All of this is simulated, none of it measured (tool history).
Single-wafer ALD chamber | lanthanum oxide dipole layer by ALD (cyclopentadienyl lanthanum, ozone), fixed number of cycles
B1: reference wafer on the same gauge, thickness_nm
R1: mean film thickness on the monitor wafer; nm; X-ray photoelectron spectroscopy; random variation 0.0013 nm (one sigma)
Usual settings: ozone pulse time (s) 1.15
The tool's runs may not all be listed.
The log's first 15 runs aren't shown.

{"run": 16, "hour": 189.1, "ozone pulse time (s)": 0.75, "B1": 0.548, "R1": 0.432}
{"hour": 205.6, "done": "thermocouple changed; heater temperature recalibrated"}
{"hour": 206.3, "done": "showerhead replaced"}
{"run": 17, "hour": 206.8, "ozone pulse time (s)": 1.33, "B1": 0.548, "R1": 0.524}
{"run": 18, "hour": 219.9, "ozone pulse time (s)": 1.15, "B1": 0.548, "R1": 0.508}
{"run": 19, "hour": 234.7, "ozone pulse time (s)": 1.57, "B1": 0.548, "R1": 0.54}
{"run": 20, "hour": 283.0, "ozone pulse time (s)": 1.0, "B1": 0.548, "R1": 0.487}
{"run": 21, "hour": 290.0, "ozone pulse time (s)": 1.15, "B1": 0.548, "R1": 0.509}
{"run": 22, "hour": 300.5, "ozone pulse time (s)": 1.32, "B1": 0.548, "R1": 0.524}
{"run": 23, "hour": 317.1, "ozone pulse time (s)": 0.78, "B1": 0.548, "R1": 0.442}
{"run": 24, "hour": 330.9, "ozone pulse time (s)": 0.8, "B1": 0.548, "R1": 0.447}
{"run": 25, "hour": 341.1, "ozone pulse time (s)": 0.7, "B1": 0.548, "R1": 0.42}
{"run": 26, "hour": 347.5, "ozone pulse time (s)": 1.15, "B1": 0.548, "R1": 0.507}

Forecast run 27:
{"run": 27, "hour": 360.9, "ozone pulse time (s)": 1.15, "B1": "?", "R1": "?"}

Run 27 gave B1 0.548, R1 0.507 nm.
Without the tool's hidden state the same run would have given R1 0.507 nm.
